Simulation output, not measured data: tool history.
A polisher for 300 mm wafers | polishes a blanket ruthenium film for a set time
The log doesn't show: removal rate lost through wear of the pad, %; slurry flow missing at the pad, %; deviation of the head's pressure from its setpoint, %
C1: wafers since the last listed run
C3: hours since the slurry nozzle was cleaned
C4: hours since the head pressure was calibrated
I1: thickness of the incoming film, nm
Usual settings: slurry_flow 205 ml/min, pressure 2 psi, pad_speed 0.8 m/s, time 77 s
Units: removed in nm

run 1 day=0 | slurry_flow=205 pressure=2 pad_speed=0.8 time=77 | C1=0 wafers_polished_on_this_pad=297 C3=381.1 C4=251.3 | I1=377.1 | removed=84.3
run 2 day=0.375 | slurry_flow=205 pressure=2 pad_speed=0.8 time=77 | C1=69 wafers_polished_on_this_pad=367 C3=390.1 C4=260.3 | I1=380.8 | removed=83.3
run 3 day=0.729 | slurry_flow=205 pressure=2 pad_speed=0.8 time=77 | C1=65 wafers_polished_on_this_pad=432 C3=398.6 C4=268.8 | I1=385.6 | removed=81.4
-- day=1.662 worn pad replaced by a new one
run 4 day=2.792 | slurry_flow=205 pressure=2 pad_speed=0.8 time=77 | C1=351 wafers_polished_on_this_pad=209 C3=448.1 C4=318.3 | I1=381.5 | removed=85.3
run 5 day=3.154 | slurry_flow=205 pressure=2 pad_speed=0.8 time=77 | C1=67 wafers_polished_on_this_pad=276 C3=456.8 C4=327 | I1=378.2 | removed=83.2
run 6 day=3.75 | slurry_flow=205 pressure=2 pad_speed=0.8 time=77 | C1=110 wafers_polished_on_this_pad=387 C3=471.1 C4=341.3 | I1=381.6 | removed=81.3
run 7 day=4.233 | slurry_flow=205 pressure=2 pad_speed=0.8 time=77 | C1=89 wafers_polished_on_this_pad=476 C3=482.7 C4=352.9 | I1=379.1 | removed=82
-- day=4.404 worn pad replaced by a new one
run 8 day=4.696 | slurry_flow=250 pressure=2 pad_speed=0.8 time=77 | C1=54 wafers_polished_on_this_pad=53 C3=493.8 C4=364 | I1=378 | removed=85.9
run 9 day=5.379 | slurry_flow=250 pressure=2 pad_speed=0.8 time=77 | C1=126 wafers_polished_on_this_pad=180 C3=510.2 C4=380.4 | I1=377.8 | removed=84.6
run 10 day=6.088 | slurry_flow=250 pressure=2 pad_speed=0.8 time=77 | C1=131 wafers_polished_on_this_pad=311 C3=527.2 C4=397.4 | I1=377 | removed=84.1
run 11 day=6.725 | slurry_flow=205 pressure=2.2 pad_speed=0.8 time=77 | C1=118 wafers_polished_on_this_pad=430 C3=542.5 C4=412.7 | I1=376.8 | removed=87.5
-- day=7.25 head pressure recalibrated
run 12 day=7.288 | slurry_flow=205 pressure=2.3 pad_speed=0.8 time=88 | C1=88 wafers_polished_on_this_pad=518 C3=556 C4=0.9 | I1=372.6 | removed=107
-- day=7.542 slurry nozzle cleaned
-- day=7.692 worn pad replaced by a new one
run 13 day=7.862 | slurry_flow=250 pressure=2 pad_speed=0.88 time=77 | C1=70 wafers_polished_on_this_pad=31 C3=7.7 C4=14.7 | I1=380 | removed=91.8
run 14 day=8.417 | slurry_flow=205 pressure=1.6 pad_speed=0.98 time=77 | C1=102 wafers_polished_on_this_pad=134 C3=21 C4=28 | I1=375.1 | removed=82.2
run 15 day=8.946 | slurry_flow=180 pressure=2.6 pad_speed=0.8 time=54 | C1=98 wafers_polished_on_this_pad=232 C3=33.7 C4=40.7 | I1=386 | removed=71.1
run 16 day=9.321 | slurry_flow=225 pressure=2 pad_speed=1 time=77 | C1=69 wafers_polished_on_this_pad=301 C3=42.7 C4=49.7 | I1=375.8 | removed=106.5
run 17 day=9.7 | slurry_flow=205 pressure=1.6 pad_speed=0.8 time=65 | C1=70 wafers_polished_on_this_pad=372 C3=51.8 C4=58.8 | I1=371.6 | removed=57.6
run 18 day=10.012 | slurry_flow=205 pressure=2 pad_speed=0.8 time=77 | C1=57 wafers_polished_on_this_pad=430 C3=59.3 C4=66.3 | I1=385.8 | removed=83.6
-- day=10.696 worn pad replaced by a new one
run 19 day=10.717 | slurry_flow=205 pressure=2.3 pad_speed=0.92 time=77 | C1=99 wafers_polished_on_this_pad=4 C3=76.2 C4=83.2 | I1=382.4 | removed=105.3
run 20 day=11.421 | slurry_flow=205 pressure=2.5 pad_speed=0.8 time=89 | C1=130 wafers_polished_on_this_pad=134 C3=93.1 C4=100.1 | I1=376.2 | removed=116.2
run 21 day=11.708 | slurry_flow=180 pressure=2 pad_speed=0.64 time=62 | C1=53 wafers_polished_on_this_pad=187 C3=100 C4=107 | I1=380.4 | removed=51.2
run 22 day=12.262 | slurry_flow=205 pressure=2 pad_speed=0.96 time=77 | C1=102 wafers_polished_on_this_pad=290 C3=113.3 C4=120.3 | I1=372.9 | removed=100
run 23 day=12.533 | slurry_flow=205 pressure=2 pad_speed=0.8 time=77 | C1=50 wafers_polished_on_this_pad=340 C3=119.8 C4=126.8 | I1=377.9 | removed=83.9
run 24 day=12.842 | slurry_flow=205 pressure=2.3 pad_speed=0.58 time=77 | C1=57 wafers_polished_on_this_pad=397 C3=127.2 C4=134.2 | I1=375.8 | removed=67
run 25 day=13.312 | slurry_flow=230 pressure=1.5 pad_speed=0.58 time=68 | C1=87 wafers_polished_on_this_pad=485 C3=138.5 C4=145.5 | I1=374.9 | removed=42.3

What the log doesn't show, run by run:
removal rate lost through wear of the pad, %: 0 in every run
slurry flow missing at the pad, %: 0 in every run
deviation of the head's pressure from its setpoint, %: 0 in every run
